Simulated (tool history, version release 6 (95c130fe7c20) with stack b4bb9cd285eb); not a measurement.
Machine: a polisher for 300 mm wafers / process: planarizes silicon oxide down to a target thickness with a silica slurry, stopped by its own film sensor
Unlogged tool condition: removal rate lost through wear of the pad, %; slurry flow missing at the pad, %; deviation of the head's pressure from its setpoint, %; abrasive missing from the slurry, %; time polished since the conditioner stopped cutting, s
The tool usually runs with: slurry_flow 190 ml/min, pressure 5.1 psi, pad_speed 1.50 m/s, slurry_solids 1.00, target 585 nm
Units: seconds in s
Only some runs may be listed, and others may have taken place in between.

run	day	slurry_flow	pressure	pad_speed	slurry_solids	target	wafers since the last listed run	wafers polished on this pad	hours since the slurry nozzle was cleaned	hours since the head pressure was calibrated	hours since the slurry blender was calibrated	hours since the conditioning disc was replaced	incoming thickness of the incoming film, nm	seconds
1	0.000	190	5.1	1.50	1.00	585	0	869	385.3	683.5	211.7	526.8	909.5	93.3
2	0.679	190	5.1	1.50	1.00	585	109	978	401.6	699.8	228.0	543.1	915.7	97.3
3	1.312	190	5.1	1.50	1.00	585	101	1079	416.8	715.0	243.2	558.3	906.4	96.7
4	1.604	190	5.1	1.50	1.00	585	46	1126	423.8	722.0	250.2	565.3	904.3	93.3
# day 1.896: conditioning disc replaced and pad reconditioned
5	1.988	190	5.1	1.50	1.00	585	48	1174	433.0	731.2	259.4	2.2	913.1	71.5
# day 2.167: worn pad replaced by a new one
# day 2.638: slurry nozzle cleaned
6	3.200	190	5.1	1.50	1.00	585	161	159	13.5	760.3	288.5	31.3	907.6	74.4
7	3.904	190	5.1	1.50	1.00	585	113	272	30.4	777.2	305.4	48.2	912.5	76.7
8	4.479	190	5.1	1.50	1.00	585	92	364	44.2	791.0	319.2	62.0	894.2	73.6
9	4.996	150	5.6	1.50	1.20	585	82	447	56.6	803.4	331.6	74.4	914.1	69.2
10	5.408	190	5.1	1.50	1.00	585	66	514	66.5	813.3	341.5	84.3	896.4	79.2
# day 5.562: slurry blender recalibrated
11	5.933	190	5.1	1.50	1.00	585	70	585	79.1	825.9	8.9	96.9	925.6	83.9
12	6.258	190	5.1	1.94	1.00	585	52	637	86.9	833.7	16.7	104.7	918.6	70.8
13	6.612	250	5.1	1.50	1.00	542	56	694	95.4	842.2	25.2	113.2	909.3	91.7
14	7.225	190	5.1	1.50	0.90	673	98	792	110.1	856.9	39.9	127.9	898.4	61.6
15	7.546	190	5.1	1.50	1.00	585	51	844	117.8	864.6	47.6	135.6	911.2	85.3
# day 7.838: head pressure recalibrated
16	7.858	190	3.9	1.92	1.00	585	36	880	125.3	0.5	55.1	143.1	915.8	88.3
17	8.442	190	3.6	1.50	1.00	585	93	974	139.3	14.5	69.1	157.1	891.1	100.0
# day 8.883: worn pad replaced by a new one
18	10.071	235	5.1	1.50	1.00	585	234	190	178.4	53.6	108.2	196.2	908.2	83.4
19	10.458	190	5.1	1.90	0.85	585	62	253	187.7	62.9	117.5	205.5	922.0	88.2
20	10.742	210	3.3	1.94	1.20	585	45	298	194.5	69.7	124.3	212.3	905.9	87.6
21	11.146	190	5.6	1.22	1.00	585	64	363	204.2	79.4	134.0	222.0	918.7	95.1
22	11.617	190	5.1	1.50	0.85	585	75	439	215.5	90.7	145.3	233.3	910.6	98.7
23	11.875	145	5.1	1.50	1.00	545	41	480	221.7	96.9	151.5	239.5	914.5	100.2
24	12.412	250	5.1	1.34	1.20	697	86	567	234.6	109.8	164.4	252.4	919.0	56.8
25	12.779	190	5.1	1.24	1.00	585	58	625	243.4	118.6	173.2	261.2	905.8	101.1

For some of the steps in seconds from one run to the next: how much would appear even if the tool had no hidden state, given the settings, what came in and random variation, and how much remains for the hidden state plus any gauge scatter that the measured result and the result without hidden state don't share?
Run 4 -> 5: conditioning disc replaced and pad reconditioned. seconds -21.8 s: hidden state -25.0, all else +3.2.
Run 23 -> 24: slurry_flow 145 -> 250, pad_speed 1.50 -> 1.34, slurry_solids 1.00 -> 1.20, target 545 -> 697. seconds -43.4 s: hidden state -10.2, all else -33.2.
Run 24 -> 25: slurry_flow 250 -> 190, pad_speed 1.34 -> 1.24, slurry_solids 1.20 -> 1.00, target 697 -> 585. seconds +44.3 s: hidden state +8.4, all else +35.9.
